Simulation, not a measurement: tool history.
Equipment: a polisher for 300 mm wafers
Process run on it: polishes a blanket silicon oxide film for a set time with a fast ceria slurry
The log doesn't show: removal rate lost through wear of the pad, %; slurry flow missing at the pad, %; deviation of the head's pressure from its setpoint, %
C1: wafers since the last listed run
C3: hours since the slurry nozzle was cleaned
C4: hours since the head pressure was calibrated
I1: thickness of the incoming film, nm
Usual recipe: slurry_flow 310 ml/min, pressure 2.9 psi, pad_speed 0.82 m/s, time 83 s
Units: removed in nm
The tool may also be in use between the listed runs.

Run 1, hour 0: usual settings; C1 0; wafers polished on this pad 1036; C3 241.5; C4 41.4; I1 3833.5. Result: removed 1253.3 nm.
At hour 3.6: slurry nozzle cleaned.
Run 2, hour 45.9: usual settings; C1 430; wafers polished on this pad 1466; C3 42.3; C4 87.3; I1 3827.6. Result: removed 1249 nm.
Run 3, hour 83: usual settings; C1 355; wafers polished on this pad 1822; C3 79.4; C4 124.4; I1 3791. Result: removed 1258.5 nm.
At hour 101.8: worn pad replaced by a new one.
Run 4, hour 132.4: usual settings but slurry_flow 240 ml/min; C1 434; wafers polished on this pad 293; C3 128.8; C4 173.8; I1 3757.3. Result: removed 1285 nm.
Run 5, hour 185.4: usual settings but slurry_flow 240 ml/min; C1 507; wafers polished on this pad 801; C3 181.8; C4 226.8; I1 3818.3. Result: removed 1263.4 nm.
Run 6, hour 225.4: usual settings; C1 383; wafers polished on this pad 1184; C3 221.8; C4 266.8; I1 3803.2. Result: removed 1291.3 nm.
At hour 263.4: slurry nozzle cleaned.
Run 7, hour 269.8: usual settings; C1 415; wafers polished on this pad 1599; C3 6.4; C4 311.2; I1 3722.6. Result: removed 1311.5 nm.
At hour 304.6: worn pad replaced by a new one.
Run 8, hour 331.6: usual settings; C1 553; wafers polished on this pad 258; C3 68.2; C4 373; I1 3775. Result: removed 1357.5 nm.
Run 9, hour 412.9: usual settings; C1 778; wafers polished on this pad 1037; C3 149.5; C4 454.3; I1 3764.1. Result: removed 1323.8 nm.
Run 10, hour 465.3: usual settings but slurry_flow 275 ml/min, pressure 3.9 psi, time 94 s; C1 501; wafers polished on this pad 1539; C3 201.9; C4 506.7; I1 3765.2. Result: removed 1870.6 nm.
At hour 487.8: worn pad replaced by a new one.
At hour 489.2: head pressure recalibrated.
Run 11, hour 502.2: usual settings but slurry_flow 205 ml/min; C1 302; wafers polished on this pad 124; C3 238.8; C4 13; I1 3819.7. Result: removed 1251.3 nm.
At hour 535.7: slurry nozzle cleaned.
Run 12, hour 560.6: usual settings but slurry_flow 230 ml/min, pressure 2.5 psi, pad_speed 1 m/s, time 55 s; C1 549; wafers polished on this pad 674; C3 24.9; C4 71.4; I1 3788.4. Result: removed 914 nm.
Run 13, hour 597.2: usual settings but slurry_flow 280 ml/min; C1 350; wafers polished on this pad 1025; C3 61.5; C4 108; I1 3748.4. Result: removed 1286.6 nm.
Run 14, hour 645.8: usual settings but time 102 s; C1 465; wafers polished on this pad 1490; C3 110.1; C4 156.6; I1 3832.1. Result: removed 1578.7 nm.
At hour 692.3: worn pad replaced by a new one.
Run 15, hour 703.8: usual settings; C1 517; wafers polished on this pad 109; C3 168.1; C4 214.6; I1 3747.1. Result: removed 1350.2 nm.
Run 16, hour 766.7: usual settings; C1 602; wafers polished on this pad 712; C3 231; C4 277.5; I1 3719.3. Result: removed 1342.5 nm.
At hour 821.6: slurry nozzle cleaned.
Run 17, hour 836: usual settings but time 102 s; C1 654; wafers polished on this pad 1366; C3 14.4; C4 346.8; I1 3746.5. Result: removed 1613.1 nm.
At hour 876.6: worn pad replaced by a new one.
Run 18, hour 923.8: usual settings but pad_speed 0.64 m/s; C1 802; wafers polished on this pad 451; C3 102.2; C4 434.6; I1 3740.8. Result: removed 1089.2 nm.
Run 19, hour 1027.9: usual settings but pad_speed 1.1 m/s; C1 997; wafers polished on this pad 1449; C3 206.3; C4 538.7; I1 3841.4. Result: removed 1747.6 nm.

Forecast each of these 3 alternatives for the next run:
Run A, hour 1028.4: usual settings but pad_speed 0.56 m/s; C1 4; wafers polished on this pad 1453; C3 206.8; C4 539.2; I1 3821.2. Result: removed ?.
Run B, hour 1028.4: usual settings but time 109 s; C1 4; wafers polished on this pad 1453; C3 206.8; C4 539.2; I1 3821.2. Result: removed ?.
Run C, hour 1028.4: usual settings but pressure 3.2 psi, pad_speed 0.62 m/s; C1 4; wafers polished on this pad 1453; C3 206.8; C4 539.2; I1 3821.2. Result: removed ?.

run  removed
  A    922.7
  B     1741
  C   1090.9
What these runs would have given with no unlogged condition in the tool:
run  removed
  A    899.8
  B   1697.7
  C   1063.8

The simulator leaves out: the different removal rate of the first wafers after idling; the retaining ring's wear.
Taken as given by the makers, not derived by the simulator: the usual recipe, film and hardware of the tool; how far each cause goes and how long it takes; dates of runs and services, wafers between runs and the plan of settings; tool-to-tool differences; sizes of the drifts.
